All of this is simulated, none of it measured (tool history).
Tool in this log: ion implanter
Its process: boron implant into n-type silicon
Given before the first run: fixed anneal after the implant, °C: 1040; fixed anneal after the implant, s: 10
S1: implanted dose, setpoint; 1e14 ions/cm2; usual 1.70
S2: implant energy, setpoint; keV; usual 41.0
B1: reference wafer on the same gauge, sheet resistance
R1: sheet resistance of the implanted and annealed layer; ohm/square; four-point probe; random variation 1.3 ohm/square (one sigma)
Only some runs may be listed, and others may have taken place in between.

run,hour,S1,S2,B1,R1
1,0.0,1.70,41.0,507.14,460.20
2,62.1,1.70,41.0,506.27,460.24
3,131.8,1.70,41.0,505.86,460.86
4,250.7,1.70,46.0,505.33,452.39
5,522.0,1.70,46.0,502.98,449.91
6,579.1,1.70,46.0,502.26,450.10
7,629.6,1.70,41.0,501.76,456.14
8,716.4,1.95,47.5,501.04,404.48
# hour 736.6: extraction supply calibrated
9,757.5,1.95,47.5,500.85,404.68
10,848.3,1.70,41.0,499.77,454.72
# hour 864.9: gauge calibrated
11,924.3,1.70,41.0,508.82,461.51
12,1013.8,1.70,41.0,508.85,461.68
13,1120.7,1.70,41.0,508.45,461.58
# hour 1170.9: Faraday cup replaced and dose calibrated
14,1210.3,1.70,41.0,508.30,463.65
15,1268.7,1.70,41.0,507.98,463.18
16,1390.6,1.22,32.0,508.03,612.61
17,1448.3,2.02,32.5,507.20,418.40
18,1499.1,2.16,48.0,506.91,378.02
19,1564.2,1.70,41.0,506.98,462.46
20,1622.9,1.70,41.0,506.49,461.91
21,1665.6,1.70,41.0,506.86,461.61
22,1740.2,1.70,28.0,506.02,484.73
23,2057.5,1.44,55.0,503.60,493.72
24,2216.0,2.18,41.0,502.22,377.42
25,2260.8,1.43,41.0,501.46,519.88
26,2340.8,1.88,48.5,501.22,410.02
# hour 2371.4: gauge calibrated
27,2391.7,1.70,28.5,510.49,490.02
28,2440.2,1.22,32.0,510.53,619.96

Consider 4 possible next runs. They are alternatives, not a sequence: every one starts from the tool as it was left by run 28. What does each give?
A,2440.6,1.51,41.0,?,?
B,2440.6,1.86,48.5,?,?
C,2440.6,1.40,53.0,?,?
D,2440.6,2.09,49.5,?,?

run,B1,R1
A,510.51,508.38
B,510.51,424.59
C,510.51,514.99
D,510.51,387.94
Without the tool's unlogged condition, the same runs would have read:
run,R1
A,506.98
B,423.42
C,513.58
D,386.88
